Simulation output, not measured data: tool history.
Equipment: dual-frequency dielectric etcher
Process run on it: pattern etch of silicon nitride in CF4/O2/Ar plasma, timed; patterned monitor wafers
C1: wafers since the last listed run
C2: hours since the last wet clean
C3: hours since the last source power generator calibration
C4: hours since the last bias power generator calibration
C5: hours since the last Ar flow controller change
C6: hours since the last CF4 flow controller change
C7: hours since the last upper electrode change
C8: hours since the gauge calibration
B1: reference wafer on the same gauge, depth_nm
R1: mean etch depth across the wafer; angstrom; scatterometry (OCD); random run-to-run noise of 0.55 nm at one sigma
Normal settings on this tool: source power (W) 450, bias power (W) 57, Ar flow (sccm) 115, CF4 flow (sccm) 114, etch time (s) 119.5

{"run": 1, "hour": 0.0, "source power (W)": 450, "bias power (W)": 48, "Ar flow (sccm)": 115, "CF4 flow (sccm)": 114, "etch time (s)": 119.5, "C1": 0, "C2": 127, "C3": 3715.6, "C4": 3408.5, "C5": 3681.4, "C6": 216.3, "C7": 5936, "C8": 928.1, "B1": 263.1, "R1": 2080}
{"run": 2, "hour": 69.1, "source power (W)": 380, "bias power (W)": 52, "Ar flow (sccm)": 115, "CF4 flow (sccm)": 114, "etch time (s)": 119.5, "C1": 409, "C2": 196.1, "C3": 3784.7, "C4": 3477.6, "C5": 3750.5, "C6": 285.4, "C7": 6005.1, "C8": 997.2, "B1": 263, "R1": 1794}
{"hour": 123.0, "done": "upper electrode replaced"}
{"run": 3, "hour": 123.5, "source power (W)": 450, "bias power (W)": 57, "Ar flow (sccm)": 128, "CF4 flow (sccm)": 114, "etch time (s)": 141, "C1": 180, "C2": 250.5, "C3": 3839.1, "C4": 3532, "C5": 3804.9, "C6": 339.8, "C7": 0.5, "C8": 1051.6, "B1": 262.8, "R1": 2643}
{"hour": 133.7, "done": "Ar flow controller replaced"}
{"run": 4, "hour": 179.9, "source power (W)": 450, "bias power (W)": 57, "Ar flow (sccm)": 115, "CF4 flow (sccm)": 114, "etch time (s)": 119.5, "C1": 298, "C2": 306.9, "C3": 3895.5, "C4": 3588.4, "C5": 46.2, "C6": 396.2, "C7": 56.9, "C8": 1108, "B1": 263, "R1": 2249}
{"hour": 236.5, "done": "source power generator calibrated"}
{"hour": 292.7, "done": "wet clean of the chamber"}
{"run": 5, "hour": 293.2, "source power (W)": 480, "bias power (W)": 62, "Ar flow (sccm)": 115, "CF4 flow (sccm)": 114, "etch time (s)": 94.5, "C1": 505, "C2": 0.5, "C3": 56.7, "C4": 3701.7, "C5": 159.5, "C6": 509.5, "C7": 170.2, "C8": 1221.3, "B1": 263.1, "R1": 1976}
{"hour": 294.8, "done": "gauge calibrated"}
{"run": 6, "hour": 306.9, "source power (W)": 450, "bias power (W)": 57, "Ar flow (sccm)": 115, "CF4 flow (sccm)": 114, "etch time (s)": 119.5, "C1": 81, "C2": 14.2, "C3": 70.4, "C4": 3715.4, "C5": 173.2, "C6": 523.2, "C7": 183.9, "C8": 12.1, "B1": 263, "R1": 2246}
{"run": 7, "hour": 374.9, "source power (W)": 530, "bias power (W)": 65, "Ar flow (sccm)": 94, "CF4 flow (sccm)": 134, "etch time (s)": 119.5, "C1": 403, "C2": 82.2, "C3": 138.4, "C4": 3783.4, "C5": 241.2, "C6": 591.2, "C7": 251.9, "C8": 80.1, "B1": 263.2, "R1": 2941}
{"hour": 389.7, "done": "bias power generator calibrated"}
{"run": 8, "hour": 422.6, "source power (W)": 540, "bias power (W)": 57, "Ar flow (sccm)": 115, "CF4 flow (sccm)": 114, "etch time (s)": 119.5, "C1": 258, "C2": 129.9, "C3": 186.1, "C4": 32.9, "C5": 288.9, "C6": 638.9, "C7": 299.6, "C8": 127.8, "B1": 263, "R1": 2684}
{"run": 9, "hour": 481.9, "source power (W)": 450, "bias power (W)": 63, "Ar flow (sccm)": 115, "CF4 flow (sccm)": 98, "etch time (s)": 119.5, "C1": 351, "C2": 189.2, "C3": 245.4, "C4": 92.2, "C5": 348.2, "C6": 698.2, "C7": 358.9, "C8": 187.1, "B1": 262.8, "R1": 2282}
{"run": 10, "hour": 506.7, "source power (W)": 450, "bias power (W)": 57, "Ar flow (sccm)": 115, "CF4 flow (sccm)": 114, "etch time (s)": 119.5, "C1": 146, "C2": 214, "C3": 270.2, "C4": 117, "C5": 373, "C6": 723, "C7": 383.7, "C8": 211.9, "B1": 262.7, "R1": 2222}
{"run": 11, "hour": 541.1, "source power (W)": 450, "bias power (W)": 57, "Ar flow (sccm)": 115, "CF4 flow (sccm)": 101, "etch time (s)": 88.5, "C1": 203, "C2": 248.4, "C3": 304.6, "C4": 151.4, "C5": 407.4, "C6": 757.4, "C7": 418.1, "C8": 246.3, "B1": 262.9, "R1": 1621}
{"run": 12, "hour": 568.7, "source power (W)": 450, "bias power (W)": 57, "Ar flow (sccm)": 115, "CF4 flow (sccm)": 114, "etch time (s)": 143, "C1": 163, "C2": 276, "C3": 332.2, "C4": 179, "C5": 435, "C6": 785, "C7": 445.7, "C8": 273.9, "B1": 263.1, "R1": 2671}
{"run": 13, "hour": 611.2, "source power (W)": 450, "bias power (W)": 57, "Ar flow (sccm)": 92, "CF4 flow (sccm)": 114, "etch time (s)": 109, "C1": 251, "C2": 318.5, "C3": 374.7, "C4": 221.5, "C5": 477.5, "C6": 827.5, "C7": 488.2, "C8": 316.4, "B1": 262.8, "R1": 2066}
{"hour": 671.9, "done": "wet clean of the chamber"}
{"run": 14, "hour": 672.4, "source power (W)": 450, "bias power (W)": 43, "Ar flow (sccm)": 134, "CF4 flow (sccm)": 89, "etch time (s)": 119.5, "C1": 220, "C2": 0.5, "C3": 435.9, "C4": 282.7, "C5": 538.7, "C6": 888.7, "C7": 549.4, "C8": 377.6, "B1": 263.2, "R1": 1854}
{"run": 15, "hour": 724.2, "source power (W)": 450, "bias power (W)": 64, "Ar flow (sccm)": 115, "CF4 flow (sccm)": 114, "etch time (s)": 119.5, "C1": 307, "C2": 52.3, "C3": 487.7, "C4": 334.5, "C5": 590.5, "C6": 940.5, "C7": 601.2, "C8": 429.4, "B1": 263, "R1": 2369}
{"run": 16, "hour": 774.8, "source power (W)": 450, "bias power (W)": 57, "Ar flow (sccm)": 115, "CF4 flow (sccm)": 114, "etch time (s)": 119.5, "C1": 299, "C2": 102.9, "C3": 538.3, "C4": 385.1, "C5": 641.1, "C6": 991.1, "C7": 651.8, "C8": 480, "B1": 263.1, "R1": 2240}
{"run": 17, "hour": 840.5, "source power (W)": 450, "bias power (W)": 57, "Ar flow (sccm)": 107, "CF4 flow (sccm)": 114, "etch time (s)": 119.5, "C1": 389, "C2": 168.6, "C3": 604, "C4": 450.8, "C5": 706.8, "C6": 1056.8, "C7": 717.5, "C8": 545.7, "B1": 263.3, "R1": 2246}
{"run": 18, "hour": 877.6, "source power (W)": 450, "bias power (W)": 57, "Ar flow (sccm)": 106, "CF4 flow (sccm)": 93, "etch time (s)": 151.5, "C1": 219, "C2": 205.7, "C3": 641.1, "C4": 487.9, "C5": 743.9, "C6": 1093.9, "C7": 754.6, "C8": 582.8, "B1": 262.9, "R1": 2782}
{"run": 19, "hour": 907.6, "source power (W)": 450, "bias power (W)": 63, "Ar flow (sccm)": 129, "CF4 flow (sccm)": 114, "etch time (s)": 119.5, "C1": 177, "C2": 235.7, "C3": 671.1, "C4": 517.9, "C5": 773.9, "C6": 1123.9, "C7": 784.6, "C8": 612.8, "B1": 263.1, "R1": 2334}
{"run": 20, "hour": 955.7, "source power (W)": 450, "bias power (W)": 57, "Ar flow (sccm)": 115, "CF4 flow (sccm)": 114, "etch time (s)": 119.5, "C1": 285, "C2": 283.8, "C3": 719.2, "C4": 566, "C5": 822, "C6": 1172, "C7": 832.7, "C8": 660.9, "B1": 262.8, "R1": 2244}
{"run": 21, "hour": 1016.3, "source power (W)": 450, "bias power (W)": 57, "Ar flow (sccm)": 115, "CF4 flow (sccm)": 105, "etch time (s)": 137, "C1": 359, "C2": 344.4, "C3": 779.8, "C4": 626.6, "C5": 882.6, "C6": 1232.6, "C7": 893.3, "C8": 721.5, "B1": 263.2, "R1": 2542}
{"run": 22, "hour": 1049.7, "source power (W)": 530, "bias power (W)": 44, "Ar flow (sccm)": 135, "CF4 flow (sccm)": 124, "etch time (s)": 119.5, "C1": 197, "C2": 377.8, "C3": 813.2, "C4": 660, "C5": 916, "C6": 1266, "C7": 926.7, "C8": 754.9, "B1": 263.3, "R1": 2349}

Each row is a separate what-if for the run after 22, all from the same tool condition, not one after another. Results?
{"run": "A", "hour": 1050.1, "source power (W)": 450, "bias power (W)": 66, "Ar flow (sccm)": 115, "CF4 flow (sccm)": 114, "etch time (s)": 119.5, "C1": 2, "C2": 378.2, "C3": 813.6, "C4": 660.4, "C5": 916.4, "C6": 1266.4, "C7": 927.1, "C8": 755.3, "B1": "?", "R1": "?"}
{"run": "B", "hour": 1050.1, "source power (W)": 450, "bias power (W)": 57, "Ar flow (sccm)": 124, "CF4 flow (sccm)": 114, "etch time (s)": 119.5, "C1": 2, "C2": 378.2, "C3": 813.6, "C4": 660.4, "C5": 916.4, "C6": 1266.4, "C7": 927.1, "C8": 755.3, "B1": "?", "R1": "?"}
{"run": "C", "hour": 1050.1, "source power (W)": 450, "bias power (W)": 57, "Ar flow (sccm)": 115, "CF4 flow (sccm)": 94, "etch time (s)": 119.5, "C1": 2, "C2": 378.2, "C3": 813.6, "C4": 660.4, "C5": 916.4, "C6": 1266.4, "C7": 927.1, "C8": 755.3, "B1": "?", "R1": "?"}

run=A B1=262.9 R1=2410
run=B B1=262.9 R1=2235
run=C B1=262.9 R1=2188
What these runs would have given with no unlogged condition in the tool:
run=A R1=2381
run=B R1=2208
run=C R1=2161
